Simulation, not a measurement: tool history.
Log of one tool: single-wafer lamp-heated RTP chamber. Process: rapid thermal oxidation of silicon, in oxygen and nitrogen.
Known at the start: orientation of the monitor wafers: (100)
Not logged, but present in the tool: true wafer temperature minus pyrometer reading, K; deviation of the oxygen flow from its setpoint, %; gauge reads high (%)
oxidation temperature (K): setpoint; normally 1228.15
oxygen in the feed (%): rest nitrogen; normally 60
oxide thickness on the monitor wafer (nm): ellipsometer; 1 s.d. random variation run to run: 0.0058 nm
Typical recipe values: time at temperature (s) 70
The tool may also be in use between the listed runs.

run    hour  oxidation temperature (K)  time at temperature (s)  oxygen in the feed (%)  wafers since the last listed run  wafers since the last pyrometer calibration  hours since the oxygen flow controller was replaced  hours since the gauge calibration  read-back reference wafer on the same gauge, thickness  oxide thickness on the monitor wafer (nm)
  1     0.0                    1247.15                       80                      60                                 0                                         2829                                               5533.0                             1019.1                                                   3.412                                      4.666
  2    78.6                    1247.15                       80                      60                               757                                         3586                                               5611.6                             1097.7                                                   3.410                                      4.683
  3   126.8                    1247.15                       80                      60                               464                                         4050                                               5659.8                             1145.9                                                   3.409                                      4.700
      159.4  -- pyrometer window cleaned and pyrometer calibrated
  4   175.3                    1228.15                       70                      47                               390                                          153                                               5708.3                             1194.4                                                   3.413                                      3.593
  5   242.1                    1222.15                       63                      60                               643                                          796                                               5775.1                             1261.2                                                   3.407                                      3.565
  6   286.6                    1222.15                       63                      60                               428                                         1224                                               5819.6                             1305.7                                                   3.412                                      3.565
  7   351.6                    1243.15                       70                      50                               626                                         1851                                               5884.6                             1370.7                                                   3.412                                      4.050
  8   449.4                    1228.15                       70                      72                               941                                         2792                                               5982.4                             1468.5                                                   3.410                                      4.088
  9   548.7                    1228.15                       70                      72                               956                                         3749                                               6081.7                             1567.8                                                   3.411                                      4.112
      582.7  -- pyrometer window cleaned and pyrometer calibrated
 10   631.6                    1228.15                       70                      72                               721                                          470                                               6164.6                             1650.7                                                   3.412                                      4.070
      712.3  -- gauge calibrated
 11   735.7                    1228.15                       70                      60                              1002                                         1473                                               6268.7                               23.4                                                   3.407                                      3.863
 12   835.5                    1228.15                       70                      60                               961                                         2434                                               6368.5                              123.2                                                   3.411                                      3.879
 13   884.7                    1212.15                       89                      60                               473                                         2908                                               6417.7                              172.4                                                   3.410                                      3.816
 14   985.5                    1236.15                       70                      46                               970                                         3879                                               6518.5                              273.2                                                   3.411                                      3.793
     1078.1  -- pyrometer window cleaned and pyrometer calibrated
 15  1085.8                    1228.15                       70                      60                               888                                           73                                               6618.8                              373.5                                                   3.411                                      3.866
 16  1192.7                    1228.15                       54                      60                              1029                                         1103                                               6725.7                              480.4                                                   3.410                                      3.494
 17  1266.4                    1218.15                       47                      60                               709                                         1813                                               6799.4                              554.1                                                   3.410                                      3.158
     1358.7  -- oxygen flow controller replaced
 18  1508.6                    1216.15                       70                      52                              2255                                         4068                                                149.9                              796.3                                                   3.410                                      3.469
     1544.2  -- pyrometer window cleaned and pyrometer calibrated
 19  1603.4                    1204.15                       47                      60                               835                                          570                                                244.7                              891.1                                                   3.408                                      2.930
 20  1667.8                    1246.15                       37                      69                               620                                         1190                                                309.1                              955.5                                                   3.409                                      3.546
 21  1713.9                    1242.15                       70                      83                               444                                         1634                                                355.2                             1001.6                                                   3.409                                      4.712
 22  1800.4                    1228.15                       70                      60                               833                                         2467                                                441.7                             1088.1                                                   3.410                                      3.870
 23  1890.9                    1240.15                       91                      60                               871                                         3339                                                532.2                             1178.6                                                   3.409                                      4.691
 24  1993.0                    1228.15                       70                      60                               983                                         4322                                                634.3                             1280.7                                                   3.410                                      3.905
     2050.3  -- pyrometer window cleaned and pyrometer calibrated
 25  2062.5                    1220.15                       55                      71                               592                                          117                                                703.8                             1350.2                                                   3.411                                      3.505
 26  2113.9                    1210.15                       91                      75                               495                                          612                                                755.2                             1401.6                                                   3.411                                      4.027

Consider 4 possible next runs. They are alternatives, not a sequence: every one starts from the tool as it was left by run 26. What does each give?
  A  2114.4                    1228.15                       70                      60                                 4                                          617                                                755.7                             1402.1                                                       ?                                          ?
  B  2114.4                    1228.15                       51                      60                                 4                                          617                                                755.7                             1402.1                                                       ?                                          ?
  C  2114.4                    1251.15                       80                      60                                 4                                          617                                                755.7                             1402.1                                                       ?                                          ?
  D  2114.4                    1228.15                       70                      45                                 4                                          617                                                755.7                             1402.1                                                       ?                                          ?

run  read-back reference wafer on the same gauge, thickness  oxide thickness on the monitor wafer (nm)
  A                                                   3.408                                      3.848
  B                                                   3.408                                      3.422
  C                                                   3.408                                      4.768
  D                                                   3.408                                      3.551
With no hidden state in the tool, these same runs would have given:
run  oxide thickness on the monitor wafer (nm)
  A                                      3.847
  B                                      3.421
  C                                      4.766
  D                                      3.550

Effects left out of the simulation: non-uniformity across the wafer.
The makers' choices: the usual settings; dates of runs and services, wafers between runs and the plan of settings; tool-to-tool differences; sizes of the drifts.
